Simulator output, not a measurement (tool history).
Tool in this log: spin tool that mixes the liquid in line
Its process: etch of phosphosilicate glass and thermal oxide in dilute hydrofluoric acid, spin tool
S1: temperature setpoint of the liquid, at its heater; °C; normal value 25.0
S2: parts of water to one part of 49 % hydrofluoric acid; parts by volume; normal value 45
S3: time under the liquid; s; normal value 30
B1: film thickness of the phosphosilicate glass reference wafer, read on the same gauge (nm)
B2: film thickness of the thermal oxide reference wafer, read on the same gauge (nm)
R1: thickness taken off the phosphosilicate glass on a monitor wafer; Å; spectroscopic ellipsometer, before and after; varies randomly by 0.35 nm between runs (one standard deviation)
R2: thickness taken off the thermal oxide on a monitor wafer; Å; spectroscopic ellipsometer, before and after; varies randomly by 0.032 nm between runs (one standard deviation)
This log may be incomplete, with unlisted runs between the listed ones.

{"run": 1, "hour": 0.0, "S1": 25.0, "S2": 45, "S3": 30, "B1": 79.96, "B2": 69.982, "R1": 631.5, "R2": 38.0}
{"run": 2, "hour": 48.5, "S1": 25.0, "S2": 45, "S3": 25, "B1": 79.97, "B2": 69.988, "R1": 525.9, "R2": 31.72}
{"run": 3, "hour": 114.3, "S1": 25.0, "S2": 45, "S3": 25, "B1": 80.01, "B2": 69.973, "R1": 523.1, "R2": 31.61}
{"run": 4, "hour": 153.4, "S1": 25.0, "S2": 45, "S3": 45, "B1": 80.02, "B2": 70.009, "R1": 951.8, "R2": 57.03}
{"run": 5, "hour": 190.4, "S1": 25.0, "S2": 45, "S3": 45, "B1": 79.95, "B2": 70.025, "R1": 946.0, "R2": 56.8}
{"hour": 250.9, "done": "hydrofluoric acid flow meter replaced"}
{"run": 6, "hour": 291.0, "S1": 25.0, "S2": 45, "S3": 45, "B1": 79.98, "B2": 69.99, "R1": 945.8, "R2": 57.11}
{"hour": 326.2, "done": "thermometer replaced"}
{"run": 7, "hour": 353.8, "S1": 28.5, "S2": 45, "S3": 30, "B1": 80.02, "B2": 70.015, "R1": 728.6, "R2": 43.97}
{"run": 8, "hour": 423.8, "S1": 28.5, "S2": 45, "S3": 30, "B1": 80.04, "B2": 69.964, "R1": 728.8, "R2": 43.88}
{"run": 9, "hour": 451.5, "S1": 21.5, "S2": 45, "S3": 30, "B1": 79.99, "B2": 70.001, "R1": 546.6, "R2": 32.79}
{"run": 10, "hour": 491.7, "S1": 25.0, "S2": 45, "S3": 45, "B1": 79.98, "B2": 70.031, "R1": 954.2, "R2": 56.98}
{"run": 11, "hour": 518.2, "S1": 25.0, "S2": 45, "S3": 45, "B1": 80.05, "B2": 70.012, "R1": 945.4, "R2": 56.32}
{"run": 12, "hour": 551.6, "S1": 25.0, "S2": 45, "S3": 50, "B1": 79.97, "B2": 69.994, "R1": 1048.7, "R2": 63.37}
{"run": 13, "hour": 604.6, "S1": 25.0, "S2": 60, "S3": 45, "B1": 80.03, "B2": 70.008, "R1": 693.7, "R2": 42.68}
{"run": 14, "hour": 651.1, "S1": 25.0, "S2": 45, "S3": 30, "B1": 80.02, "B2": 69.966, "R1": 633.0, "R2": 38.21}
{"run": 15, "hour": 686.4, "S1": 27.5, "S2": 40, "S3": 30, "B1": 80.07, "B2": 69.991, "R1": 788.9, "R2": 47.84}
{"hour": 700.7, "done": "gauge calibrated"}
{"run": 16, "hour": 716.6, "S1": 25.0, "S2": 45, "S3": 30, "B1": 80.04, "B2": 69.994, "R1": 626.5, "R2": 37.92}
{"run": 17, "hour": 769.9, "S1": 27.5, "S2": 40, "S3": 30, "B1": 79.99, "B2": 70.009, "R1": 797.9, "R2": 47.87}
{"run": 18, "hour": 793.9, "S1": 25.0, "S2": 45, "S3": 45, "B1": 80.01, "B2": 69.997, "R1": 950.2, "R2": 56.62}
{"run": 19, "hour": 833.8, "S1": 23.5, "S2": 45, "S3": 15, "B1": 80.01, "B2": 70.032, "R1": 295.9, "R2": 18.04}

Forecast run 20:
{"run": 20, "hour": 897.0, "S1": 25.0, "S2": 45, "S3": 15, "B1": "?", "B2": "?", "R1": "?", "R2": "?"}

Run 20 measured B1 79.95, B2 69.987, R1 316.7 Å, R2 19.06 Å.
Minus the tool's unlogged condition, the same run would have read R1 316.7 Å, R2 19.06 Å.

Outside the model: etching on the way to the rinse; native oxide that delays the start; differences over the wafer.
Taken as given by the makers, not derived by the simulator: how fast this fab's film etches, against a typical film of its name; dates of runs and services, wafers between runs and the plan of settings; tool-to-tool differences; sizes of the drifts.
